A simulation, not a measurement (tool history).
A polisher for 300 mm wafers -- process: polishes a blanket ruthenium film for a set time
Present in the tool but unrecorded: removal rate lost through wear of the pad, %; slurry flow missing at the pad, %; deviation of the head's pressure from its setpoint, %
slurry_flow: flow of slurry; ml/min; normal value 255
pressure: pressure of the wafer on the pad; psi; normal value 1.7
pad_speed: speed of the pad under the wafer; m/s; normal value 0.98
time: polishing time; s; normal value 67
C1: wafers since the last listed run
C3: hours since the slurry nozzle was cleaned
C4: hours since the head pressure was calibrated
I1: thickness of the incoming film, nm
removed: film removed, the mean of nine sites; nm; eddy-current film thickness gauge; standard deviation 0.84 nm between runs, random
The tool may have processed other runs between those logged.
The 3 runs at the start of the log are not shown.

{"run": 4, "hour": 193.7, "slurry_flow": 255, "pressure": 1.7, "pad_speed": 0.98, "time": 67, "C1": 546, "wafers polished on this pad": 7296, "C3": 606.6, "C4": 444.2, "I1": 541.9, "removed": 48.3}
{"hour": 200.8, "done": "slurry nozzle cleaned"}
{"hour": 204.1, "done": "worn pad replaced by a new one"}
{"run": 5, "hour": 233.7, "slurry_flow": 255, "pressure": 1.7, "pad_speed": 0.98, "time": 67, "C1": 479, "wafers polished on this pad": 397, "C3": 32.9, "C4": 484.2, "I1": 543.1, "removed": 51.6}
{"run": 6, "hour": 283.6, "slurry_flow": 255, "pressure": 1.7, "pad_speed": 0.98, "time": 67, "C1": 670, "wafers polished on this pad": 1067, "C3": 82.8, "C4": 534.1, "I1": 545.5, "removed": 52.6}
{"run": 7, "hour": 348.1, "slurry_flow": 255, "pressure": 1.7, "pad_speed": 0.98, "time": 67, "C1": 866, "wafers polished on this pad": 1933, "C3": 147.3, "C4": 598.6, "I1": 544.4, "removed": 49.5}
{"run": 8, "hour": 384.5, "slurry_flow": 195, "pressure": 1.7, "pad_speed": 0.98, "time": 50, "C1": 488, "wafers polished on this pad": 2422, "C3": 183.7, "C4": 635.0, "I1": 546.7, "removed": 35.0}
{"run": 9, "hour": 446.4, "slurry_flow": 255, "pressure": 1.7, "pad_speed": 0.98, "time": 67, "C1": 831, "wafers polished on this pad": 3253, "C3": 245.6, "C4": 696.9, "I1": 533.4, "removed": 48.2}
{"run": 10, "hour": 530.0, "slurry_flow": 255, "pressure": 1.4, "pad_speed": 0.98, "time": 67, "C1": 1122, "wafers polished on this pad": 4376, "C3": 329.2, "C4": 780.5, "I1": 541.8, "removed": 40.4}
{"run": 11, "hour": 569.9, "slurry_flow": 255, "pressure": 1.4, "pad_speed": 0.98, "time": 67, "C1": 535, "wafers polished on this pad": 4912, "C3": 369.1, "C4": 820.4, "I1": 544.1, "removed": 40.0}
{"hour": 600.4, "done": "head pressure recalibrated"}
{"run": 12, "hour": 631.5, "slurry_flow": 255, "pressure": 1.4, "pad_speed": 0.98, "time": 67, "C1": 800, "wafers polished on this pad": 5713, "C3": 430.7, "C4": 31.1, "I1": 537.6, "removed": 42.1}
{"run": 13, "hour": 736.2, "slurry_flow": 295, "pressure": 1.7, "pad_speed": 0.98, "time": 67, "C1": 1406, "wafers polished on this pad": 7119, "C3": 535.4, "C4": 135.8, "I1": 540.5, "removed": 50.3}
{"hour": 740.1, "done": "slurry nozzle cleaned"}
{"hour": 795.5, "done": "worn pad replaced by a new one"}
{"run": 14, "hour": 811.5, "slurry_flow": 255, "pressure": 1.7, "pad_speed": 1.06, "time": 67, "C1": 944, "wafers polished on this pad": 214, "C3": 71.4, "C4": 211.1, "I1": 550.3, "removed": 59.6}
{"run": 15, "hour": 1094.7, "slurry_flow": 255, "pressure": 1.7, "pad_speed": 1.06, "time": 67, "C1": 3803, "wafers polished on this pad": 4018, "C3": 354.6, "C4": 494.3, "I1": 537.0, "removed": 53.2}
{"run": 16, "hour": 1150.7, "slurry_flow": 255, "pressure": 1.7, "pad_speed": 0.98, "time": 67, "C1": 752, "wafers polished on this pad": 4770, "C3": 410.6, "C4": 550.3, "I1": 539.8, "removed": 49.3}
{"run": 17, "hour": 1190.2, "slurry_flow": 255, "pressure": 1.7, "pad_speed": 1.14, "time": 59, "C1": 530, "wafers polished on this pad": 5301, "C3": 450.1, "C4": 589.8, "I1": 541.2, "removed": 47.6}
{"run": 18, "hour": 1228.8, "slurry_flow": 200, "pressure": 1.9, "pad_speed": 0.98, "time": 79, "C1": 518, "wafers polished on this pad": 5819, "C3": 488.7, "C4": 628.4, "I1": 543.5, "removed": 60.0}
{"run": 19, "hour": 1321.2, "slurry_flow": 255, "pressure": 1.7, "pad_speed": 0.98, "time": 67, "C1": 1241, "wafers polished on this pad": 7060, "C3": 581.1, "C4": 720.8, "I1": 532.5, "removed": 47.6}
{"hour": 1323.8, "done": "slurry nozzle cleaned"}
{"hour": 1407.8, "done": "worn pad replaced by a new one"}
{"run": 20, "hour": 1416.7, "slurry_flow": 205, "pressure": 1.3, "pad_speed": 1.1, "time": 82, "C1": 1215, "wafers polished on this pad": 118, "C3": 92.9, "C4": 816.3, "I1": 537.7, "removed": 56.2}
{"hour": 1462.2, "done": "head pressure recalibrated"}
{"run": 21, "hour": 1522.0, "slurry_flow": 255, "pressure": 1.7, "pad_speed": 0.98, "time": 67, "C1": 1387, "wafers polished on this pad": 1506, "C3": 198.2, "C4": 59.8, "I1": 541.5, "removed": 54.2}
{"run": 22, "hour": 1586.3, "slurry_flow": 255, "pressure": 1.7, "pad_speed": 1.06, "time": 67, "C1": 863, "wafers polished on this pad": 2369, "C3": 262.5, "C4": 124.1, "I1": 541.1, "removed": 56.3}

The next listed run, before its measurement:
{"run": 23, "hour": 1628.0, "slurry_flow": 255, "pressure": 1.7, "pad_speed": 0.98, "time": 67, "C1": 560, "wafers polished on this pad": 2930, "C3": 304.2, "C4": 165.8, "I1": 534.4, "removed": "?"}

Run 23 measured removed 51.6 nm.
Without the tool's hidden state the same run would have given removed 56.1 nm.
